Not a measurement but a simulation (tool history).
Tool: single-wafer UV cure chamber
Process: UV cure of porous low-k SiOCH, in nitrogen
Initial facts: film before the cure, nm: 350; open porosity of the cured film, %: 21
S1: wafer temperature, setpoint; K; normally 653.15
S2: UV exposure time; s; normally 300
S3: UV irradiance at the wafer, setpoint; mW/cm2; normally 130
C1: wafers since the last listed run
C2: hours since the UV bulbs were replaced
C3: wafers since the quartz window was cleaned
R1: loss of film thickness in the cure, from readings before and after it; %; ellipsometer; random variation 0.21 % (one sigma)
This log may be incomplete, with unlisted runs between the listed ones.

run	hour	S1	S2	S3	C1	C2	C3	R1
1	0.0	667.15	300	113	0	1862.7	3605	11.907
2	17.5	653.15	410	130	115	1880.2	3720	13.261
# hour 49.1: quartz window cleaned
3	52.3	642.15	300	130	176	1915.0	20	13.230
4	74.7	642.15	300	130	147	1937.4	168	12.802
5	89.3	642.15	300	130	96	1952.0	265	12.986
6	119.3	653.15	300	130	198	1982.0	463	12.883
7	151.9	653.15	300	130	215	2014.6	678	12.880
8	172.4	653.15	300	130	135	2035.1	813	13.122
9	188.7	653.15	300	130	107	2051.4	921	13.065
10	201.8	653.15	220	130	86	2064.5	1007	11.627
11	227.2	653.15	300	130	167	2089.9	1175	12.551
12	254.5	653.15	300	130	180	2117.2	1355	12.873
# hour 270.0: UV bulbs replaced
13	285.5	653.15	300	130	151	15.5	1507	12.713
14	315.6	653.15	300	130	198	45.6	1706	12.772
15	335.6	653.15	300	130	132	65.6	1838	13.010
16	352.7	661.15	300	130	112	82.7	1951	12.796
17	365.3	653.15	300	130	83	95.3	2034	12.194
18	396.8	653.15	300	130	207	126.8	2242	12.648
19	443.7	653.15	300	155	309	173.7	2551	13.213
20	461.4	667.15	380	93	116	191.4	2668	12.471
21	480.7	653.15	165	141	127	210.7	2796	10.371
22	510.1	653.15	350	96	194	240.1	2990	11.961
23	529.3	653.15	245	130	126	259.3	3116	11.145
24	599.5	653.15	300	94	463	329.5	3580	10.700
25	617.7	670.15	345	130	120	347.7	3700	13.137
26	651.8	667.15	300	130	225	381.8	3925	12.353
# hour 663.2: quartz window cleaned
27	679.6	653.15	415	144	130	409.6	108	14.927
28	693.2	653.15	300	130	89	423.2	198	12.861
29	772.3	642.15	300	130	522	502.3	720	12.614
30	806.2	635.15	215	103	223	536.2	944	10.112
31	834.3	641.15	245	152	185	564.3	1129	12.193

Predict each of these 3 candidate next runs independently; none follows another, all start after run 31:
A	834.8	653.15	300	130	3	564.8	1132	?
B	834.8	659.15	355	160	3	564.8	1132	?
C	834.8	648.15	170	113	3	564.8	1132	?

run	R1
A	12.622
B	14.419
C	9.503
Had the tool no hidden state, the same runs would have come out as:
run	R1
A	12.960
B	14.764
C	9.817
